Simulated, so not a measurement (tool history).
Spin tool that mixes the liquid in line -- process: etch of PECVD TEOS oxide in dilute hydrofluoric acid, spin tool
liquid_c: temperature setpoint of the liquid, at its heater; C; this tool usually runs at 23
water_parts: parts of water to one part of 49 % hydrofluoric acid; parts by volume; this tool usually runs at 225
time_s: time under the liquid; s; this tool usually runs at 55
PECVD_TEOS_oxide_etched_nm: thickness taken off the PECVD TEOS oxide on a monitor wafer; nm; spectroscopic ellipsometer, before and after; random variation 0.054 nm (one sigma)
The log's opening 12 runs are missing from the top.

run	day	liquid_c	water_parts	time_s	wafers since the last listed run	hours since the thermometer was replaced	hours since the hydrofluoric acid flow meter was replaced	hours since the gauge calibration	read-back film thickness of the PECVD TEOS oxide reference wafer, read on the same gauge (nm)	PECVD_TEOS_oxide_etched_nm
13	43.025	23	225	70	620	1788.4	290.2	432.1	50	6.76
14	46.675	23	225	20	743	1876	377.8	519.7	50	1.92
15	49.167	23	190	55	507	1935.8	437.6	579.5	50.03	6.5
16	51.438	21	225	55	462	1990.3	492.1	634	50	4.78
17	54.533	18	280	55	630	2064.6	566.4	708.3	49.99	3.23
18	58.833	23	225	85	876	2167.8	669.6	811.5	50.04	7.75
# day 65.558: hydrofluoric acid flow meter replaced
# day 68.283: thermometer replaced
19	69.354	24.5	225	90	2126	25.7	91.1	1064	50.02	9.42
20	72.362	23	290	55	612	97.9	163.3	1136.2	50.04	3.98
21	75.571	23	145	55	653	174.9	240.3	1213.2	49.99	9.17
22	79.704	26.5	185	25	842	274.1	339.5	1312.4	49.99	3.52
23	86.362	21.5	225	55	1356	433.9	499.3	1472.2	49.98	4.91
24	87.979	23	225	65	329	472.7	538.1	1511	49.99	6.09
25	90.258	21.5	225	90	464	527.4	592.8	1565.7	50.04	7.93
26	93.617	23	140	45	684	608	673.4	1646.3	49.99	7.24
# day 94.296: hydrofluoric acid flow meter replaced
27	97.729	27	225	35	829	706.7	82.4	1745	49.99	4.1
28	101.808	18	305	25	831	804.6	180.3	1842.9	50	1.41
29	104.512	23	225	55	550	869.5	245.2	1907.8	50	5.44
30	107.625	23	225	45	634	944.2	319.9	1982.5	49.99	4.37
31	111.767	23	225	55	843	1043.6	419.3	2081.9	49.95	5.23
32	114.975	21	180	35	653	1120.6	496.3	2158.9	50.04	4.06
33	117.754	20.5	190	40	566	1187.3	563	2225.6	49.99	4.2

Predict each of these 4 candidate next runs independently; none follows another, all start after run 33:
A	117.771	23	225	55	3	1187.7	563.4	2226	?	?
B	117.771	23	305	55	3	1187.7	563.4	2226	?	?
C	117.771	27	255	55	3	1187.7	563.4	2226	?	?
D	117.771	26	150	80	3	1187.7	563.4	2226	?	?

run	read-back film thickness of the PECVD TEOS oxide reference wafer, read on the same gauge (nm)	PECVD_TEOS_oxide_etched_nm
A	50.01	5.22
B	50.01	3.54
C	50.01	5.13
D	50.01	13.89
Without the tool's hidden state the same runs would have given:
run	PECVD_TEOS_oxide_etched_nm
A	5.74
B	3.92
C	5.66
D	15.22
